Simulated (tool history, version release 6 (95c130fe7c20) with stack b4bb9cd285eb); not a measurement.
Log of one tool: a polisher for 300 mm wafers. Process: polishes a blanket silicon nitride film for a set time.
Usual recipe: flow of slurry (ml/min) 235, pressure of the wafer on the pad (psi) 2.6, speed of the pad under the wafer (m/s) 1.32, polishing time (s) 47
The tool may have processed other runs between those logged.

run,hour,flow of slurry (ml/min),pressure of the wafer on the pad (psi),speed of the pad under the wafer (m/s),polishing time (s),"incoming thickness of the incoming film, nm",film removed (Å)
1,0,235,3.2,1.32,51,862.3,1037
2,41.7,285,2.6,1.18,47,881.8,754
# hour 79.8: worn pad replaced by a new one
# hour 106.3: head pressure recalibrated
3,110.6,235,3,1.32,58,888.1,1096
4,166.7,235,3,1.32,58,880.8,1099
5,200.7,235,3,1.32,58,876.7,1077
6,235.9,185,2.6,1.32,47,873.6,717
7,269.1,185,2.6,1.32,47,877.8,711
8,328.8,235,2.6,1.32,47,885.4,755
# hour 336.9: slurry nozzle cleaned
9,369.7,235,2.6,1.32,47,870.4,779
10,406,235,2.6,1.32,47,873.8,779
11,461,235,2.6,1.32,47,879,785
12,493.7,270,3,1.32,47,879,933
13,526.4,235,2.6,1.54,47,877.8,848
14,576.5,235,2.6,1.32,37,873.8,604
15,638,235,2.6,1,47,894.5,705
# hour 659.9: worn pad replaced by a new one
16,706,295,1.7,1.32,47,890,529
# hour 777.4: head pressure recalibrated
17,777.8,235,3.4,1.04,47,885.5,921
18,832,235,2.6,1.32,47,889.3,775
19,890.4,235,2.3,1.32,47,877.6,695
# hour 980.8: slurry nozzle cleaned
20,1063.1,235,2.6,1.68,41,869.1,779

Run 21, settings as shown, results not yet in. Your forecast:
21,1134.8,235,1.7,1.58,61,882.8,?

{"run 21": {"film removed (Å)": 744}}
On a tool with no hidden condition, and with the same random variation, this run would have come out at film removed (Å) 747.
